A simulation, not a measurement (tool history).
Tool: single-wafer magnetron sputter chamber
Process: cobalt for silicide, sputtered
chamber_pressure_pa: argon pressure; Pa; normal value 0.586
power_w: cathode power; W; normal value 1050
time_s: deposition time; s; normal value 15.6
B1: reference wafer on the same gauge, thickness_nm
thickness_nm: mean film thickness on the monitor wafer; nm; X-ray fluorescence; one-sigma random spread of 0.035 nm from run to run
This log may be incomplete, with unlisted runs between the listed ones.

{"run": 1, "hour": 0.0, "chamber_pressure_pa": 0.586, "power_w": 950, "time_s": 15.6, "B1": 6.559, "thickness_nm": 6.76}
{"run": 2, "hour": 27.8, "chamber_pressure_pa": 0.586, "power_w": 950, "time_s": 15.6, "B1": 6.558, "thickness_nm": 6.785}
{"run": 3, "hour": 46.1, "chamber_pressure_pa": 0.586, "power_w": 950, "time_s": 15.6, "B1": 6.559, "thickness_nm": 6.741}
{"run": 4, "hour": 78.2, "chamber_pressure_pa": 0.586, "power_w": 1050, "time_s": 15.6, "B1": 6.564, "thickness_nm": 7.433}
{"run": 5, "hour": 101.2, "chamber_pressure_pa": 0.586, "power_w": 1050, "time_s": 15.6, "B1": 6.569, "thickness_nm": 7.354}
{"run": 6, "hour": 116.9, "chamber_pressure_pa": 0.586, "power_w": 1050, "time_s": 15.6, "B1": 6.553, "thickness_nm": 7.332}
{"hour": 189.8, "done": "sputter target and shields replaced"}
{"hour": 195.1, "done": "magnet pack replaced"}
{"run": 7, "hour": 209.6, "chamber_pressure_pa": 0.586, "power_w": 1050, "time_s": 15.6, "B1": 6.552, "thickness_nm": 7.593}
{"run": 8, "hour": 250.8, "chamber_pressure_pa": 0.586, "power_w": 1050, "time_s": 15.6, "B1": 6.548, "thickness_nm": 7.563}
{"run": 9, "hour": 279.2, "chamber_pressure_pa": 0.586, "power_w": 1050, "time_s": 15.6, "B1": 6.55, "thickness_nm": 7.502}
{"run": 10, "hour": 293.4, "chamber_pressure_pa": 0.586, "power_w": 1050, "time_s": 15.6, "B1": 6.56, "thickness_nm": 7.493}
{"run": 11, "hour": 306.5, "chamber_pressure_pa": 0.586, "power_w": 1050, "time_s": 15.6, "B1": 6.565, "thickness_nm": 7.541}
{"run": 12, "hour": 320.7, "chamber_pressure_pa": 0.586, "power_w": 1050, "time_s": 15.6, "B1": 6.567, "thickness_nm": 7.523}
{"run": 13, "hour": 348.1, "chamber_pressure_pa": 0.661, "power_w": 1050, "time_s": 18.0, "B1": 6.563, "thickness_nm": 8.377}
{"run": 14, "hour": 368.1, "chamber_pressure_pa": 0.586, "power_w": 1050, "time_s": 15.6, "B1": 6.568, "thickness_nm": 7.344}
{"hour": 384.3, "done": "gauge calibrated"}
{"run": 15, "hour": 387.9, "chamber_pressure_pa": 0.712, "power_w": 950, "time_s": 12.6, "B1": 6.558, "thickness_nm": 5.204}
{"run": 16, "hour": 406.8, "chamber_pressure_pa": 0.52, "power_w": 1250, "time_s": 14.8, "B1": 6.568, "thickness_nm": 8.326}

Run 17 comes next. What will it give?
{"run": 17, "hour": 421.6, "chamber_pressure_pa": 0.586, "power_w": 1300, "time_s": 17.6, "B1": "?", "thickness_nm": "?"}

B1: 6.553
thickness_nm: 10.059 nm
With no hidden state in the tool, this same run would have given thickness_nm 10.551 nm.
